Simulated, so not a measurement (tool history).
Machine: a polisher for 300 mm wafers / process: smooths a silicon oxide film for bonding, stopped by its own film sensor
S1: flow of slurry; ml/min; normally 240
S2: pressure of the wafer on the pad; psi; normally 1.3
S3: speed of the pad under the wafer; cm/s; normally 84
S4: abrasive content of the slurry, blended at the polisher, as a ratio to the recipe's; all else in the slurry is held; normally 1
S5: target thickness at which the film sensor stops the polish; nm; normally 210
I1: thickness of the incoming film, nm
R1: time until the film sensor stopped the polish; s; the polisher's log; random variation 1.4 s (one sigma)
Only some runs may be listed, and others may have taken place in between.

run,hour,S1,S2,S3,S4,S5,I1,R1
1,0,240,1.5,76,1,210,270.3,153.5
2,31.1,240,1.5,76,1,210,269.8,155.9
3,66.6,240,1.3,84,1,210,269.4,156.1
4,94.7,240,1.3,84,1,210,273.8,176.3
5,116.3,240,1.3,92,1,210,267.3,150.8
6,134.8,240,1.3,92,1,210,268.4,153.2
7,157.9,240,1.3,84,1.1,210,270.6,154.9
8,189.4,240,1.3,84,1.1,210,270.3,155.4
9,221.1,240,1.3,66,1,210,273.2,197.2
10,237.5,240,1.3,66,1,210,270.9,195.9
11,264.7,240,1.3,76,1,210,271.6,172.6
12,295.8,205,1.3,84,1,210,264.6,148.1
13,369.7,240,1.3,92,1,210,269.3,127.6
14,404.5,240,1.3,84,1,210,267,133.4
15,436.8,240,1.1,96,1,210,268.7,152.3
16,462.6,215,1.3,56,1,218,270.9,166.6
17,477.9,240,1.8,66,1,196,270.5,148
18,489.9,240,1.5,84,1,210,275.7,136.8
19,521.2,240,1.3,84,0.9,193,269.5,194.1
20,579.5,280,1.3,84,1,210,267.2,144.2
21,607.9,190,1.3,84,0.85,210,269.5,155.7

Between the runs listed above, the log contained 11 entries, not reproduced here. Where in the sequence does each belong, and how does what the log doesn't record of the tool's condition differ from the listed run before to the listed run after?
Run 2 -> run 3: worn pad replaced by a new one (hour 46.2)
  removal rate lost through wear of the pad, %: 7.01 -> 1.43; deviation of the head's pressure from its setpoint, %: -13.4 -> -13.6
  what was measured, less what the result would be without the hidden state, R1: +30.4 -> +23.1 s
Run 3 -> run 4: slurry blender recalibrated (hour 77.5)
  removal rate lost through wear of the pad, %: 1.43 -> 2.48
  what was measured, less what the result would be without the hidden state, R1: +23.1 -> +27.8 s
Run 6 -> run 7: worn pad replaced by a new one (hour 154.5)
  removal rate lost through wear of the pad, %: 5.44 -> 0.374; deviation of the head's pressure from its setpoint, %: -13.7 -> -13.8
  what was measured, less what the result would be without the hidden state, R1: +28.2 -> +21.9 s
Run 10 -> run 11: slurry blender recalibrated (hour 254.7); worn pad replaced by a new one (hour 258.4)
  removal rate lost through wear of the pad, %: 4.08 -> 0.421
  what was measured, less what the result would be without the hidden state, R1: +34.3 -> +24.9 s
Run 12 -> run 13: worn pad replaced by a new one (hour 364.1); head pressure recalibrated (hour 365.4)
  removal rate lost through wear of the pad, %: 1.15 -> 1.14; deviation of the head's pressure from its setpoint, %: -14.1 -> 0.889
  what was measured, less what the result would be without the hidden state, R1: +22.4 -> +0.4 s
Run 15 -> run 16: slurry blender recalibrated (hour 460.3)
  removal rate lost through wear of the pad, %: 3.98 -> 6.36; deviation of the head's pressure from its setpoint, %: -0.965 -> -1.6
  what was measured, less what the result would be without the hidden state, R1: +7.5 -> +13.1 s
Run 16 -> run 17: worn pad replaced by a new one (hour 477.4)
  removal rate lost through wear of the pad, %: 6.36 -> 1.51; deviation of the head's pressure from its setpoint, %: -1.6 -> -1.96
  what was measured, less what the result would be without the hidden state, R1: +13.1 -> +5.1 s
Run 17 -> run 18: slurry nozzle cleaned (hour 479.7)
  removal rate lost through wear of the pad, %: 1.51 -> 1.59; deviation of the head's pressure from its setpoint, %: -1.96 -> -2.24
  what was measured, less what the result would be without the hidden state, R1: +5.1 -> +5.2 s
Run 20 -> run 21: worn pad replaced by a new one (hour 606.9)
  removal rate lost through wear of the pad, %: 7.13 -> 0.391; deviation of the head's pressure from its setpoint, %: -4.04 -> -4.54
  what was measured, less what the result would be without the hidden state, R1: +15.7 -> +7.7 s
